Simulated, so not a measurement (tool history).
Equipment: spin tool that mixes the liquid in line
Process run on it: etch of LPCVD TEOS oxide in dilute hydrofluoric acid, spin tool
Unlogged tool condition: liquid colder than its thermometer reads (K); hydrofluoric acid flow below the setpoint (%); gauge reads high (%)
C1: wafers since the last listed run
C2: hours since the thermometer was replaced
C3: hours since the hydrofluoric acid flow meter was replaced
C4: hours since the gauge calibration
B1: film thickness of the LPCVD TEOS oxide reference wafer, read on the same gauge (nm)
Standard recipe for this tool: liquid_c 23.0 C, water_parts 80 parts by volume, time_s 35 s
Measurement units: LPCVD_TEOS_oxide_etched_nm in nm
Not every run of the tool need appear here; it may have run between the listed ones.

run 1 hour=0.0 | liquid_c=23.0 water_parts=80 time_s=35 | C1=0 C2=614.3 C3=456.9 C4=135.5 | B1=69.97 | LPCVD_TEOS_oxide_etched_nm=20.62
run 2 hour=52.9 | liquid_c=23.0 water_parts=80 time_s=35 | C1=620 C2=667.2 C3=509.8 C4=188.4 | B1=70.03 | LPCVD_TEOS_oxide_etched_nm=20.19
run 3 hour=90.3 | liquid_c=23.0 water_parts=80 time_s=35 | C1=438 C2=704.6 C3=547.2 C4=225.8 | B1=69.99 | LPCVD_TEOS_oxide_etched_nm=20.62
run 4 hour=217.4 | liquid_c=23.0 water_parts=80 time_s=35 | C1=1490 C2=831.7 C3=674.3 C4=352.9 | B1=69.97 | LPCVD_TEOS_oxide_etched_nm=20.01
run 5 hour=272.2 | liquid_c=25.5 water_parts=80 time_s=35 | C1=642 C2=886.5 C3=729.1 C4=407.7 | B1=69.95 | LPCVD_TEOS_oxide_etched_nm=22.34
run 6 hour=468.3 | liquid_c=25.5 water_parts=80 time_s=35 | C1=2299 C2=1082.6 C3=925.2 C4=603.8 | B1=70.05 | LPCVD_TEOS_oxide_etched_nm=21.90
run 7 hour=495.2 | liquid_c=25.5 water_parts=80 time_s=35 | C1=315 C2=1109.5 C3=952.1 C4=630.7 | B1=70.01 | LPCVD_TEOS_oxide_etched_nm=21.80
-- hour=542.0 hydrofluoric acid flow meter replaced
run 8 hour=558.2 | liquid_c=23.0 water_parts=80 time_s=35 | C1=726 C2=1172.5 C3=16.2 C4=693.7 | B1=69.98 | LPCVD_TEOS_oxide_etched_nm=18.47
run 9 hour=615.4 | liquid_c=23.0 water_parts=80 time_s=35 | C1=670 C2=1229.7 C3=73.4 C4=750.9 | B1=70.01 | LPCVD_TEOS_oxide_etched_nm=18.31
-- hour=631.7 thermometer replaced
run 10 hour=641.6 | liquid_c=20.5 water_parts=110 time_s=50 | C1=295 C2=9.9 C3=99.6 C4=777.1 | B1=70.02 | LPCVD_TEOS_oxide_etched_nm=16.52
run 11 hour=672.5 | liquid_c=23.0 water_parts=105 time_s=20 | C1=362 C2=40.8 C3=130.5 C4=808.0 | B1=70.01 | LPCVD_TEOS_oxide_etched_nm=7.64
run 12 hour=728.5 | liquid_c=23.0 water_parts=110 time_s=35 | C1=656 C2=96.8 C3=186.5 C4=864.0 | B1=69.93 | LPCVD_TEOS_oxide_etched_nm=12.60
run 13 hour=783.3 | liquid_c=23.0 water_parts=80 time_s=35 | C1=642 C2=151.6 C3=241.3 C4=918.8 | B1=69.95 | LPCVD_TEOS_oxide_etched_nm=17.74
-- hour=818.1 hydrofluoric acid flow meter replaced, repeated, since the last time left the tool worse
-- hour=905.4 gauge calibrated
run 14 hour=996.7 | liquid_c=21.0 water_parts=110 time_s=55 | C1=2490 C2=365.0 C3=178.6 C4=91.3 | B1=69.99 | LPCVD_TEOS_oxide_etched_nm=21.00
run 15 hour=1045.0 | liquid_c=23.0 water_parts=80 time_s=35 | C1=566 C2=413.3 C3=226.9 C4=139.6 | B1=70.02 | LPCVD_TEOS_oxide_etched_nm=20.73
run 16 hour=1070.3 | liquid_c=27.5 water_parts=100 time_s=20 | C1=296 C2=438.6 C3=252.2 C4=164.9 | B1=69.95 | LPCVD_TEOS_oxide_etched_nm=11.10
run 17 hour=1098.4 | liquid_c=26.5 water_parts=80 time_s=15 | C1=329 C2=466.7 C3=280.3 C4=193.0 | B1=70.00 | LPCVD_TEOS_oxide_etched_nm=10.18
run 18 hour=1123.0 | liquid_c=23.0 water_parts=80 time_s=45 | C1=288 C2=491.3 C3=304.9 C4=217.6 | B1=69.95 | LPCVD_TEOS_oxide_etched_nm=26.88
run 19 hour=1162.8 | liquid_c=25.0 water_parts=110 time_s=20 | C1=466 C2=531.1 C3=344.7 C4=257.4 | B1=69.99 | LPCVD_TEOS_oxide_etched_nm=8.94

Branching from run 19: 3 alternative next runs. What would each branch give?
run A hour=1163.2 | liquid_c=23.0 water_parts=80 time_s=35 | C1=4 C2=531.5 C3=345.1 C4=257.8 | B1=? | LPCVD_TEOS_oxide_etched_nm=?
run B hour=1163.2 | liquid_c=27.0 water_parts=80 time_s=20 | C1=4 C2=531.5 C3=345.1 C4=257.8 | B1=? | LPCVD_TEOS_oxide_etched_nm=?
run C hour=1163.2 | liquid_c=23.0 water_parts=50 time_s=25 | C1=4 C2=531.5 C3=345.1 C4=257.8 | B1=? | LPCVD_TEOS_oxide_etched_nm=?

run=A B1=70.03 LPCVD_TEOS_oxide_etched_nm=20.87
run=B B1=70.03 LPCVD_TEOS_oxide_etched_nm=13.98
run=C B1=70.03 LPCVD_TEOS_oxide_etched_nm=24.81
Without the tool's unlogged condition, the same runs would have read:
run=A LPCVD_TEOS_oxide_etched_nm=21.73
run=B LPCVD_TEOS_oxide_etched_nm=14.57
run=C LPCVD_TEOS_oxide_etched_nm=25.80
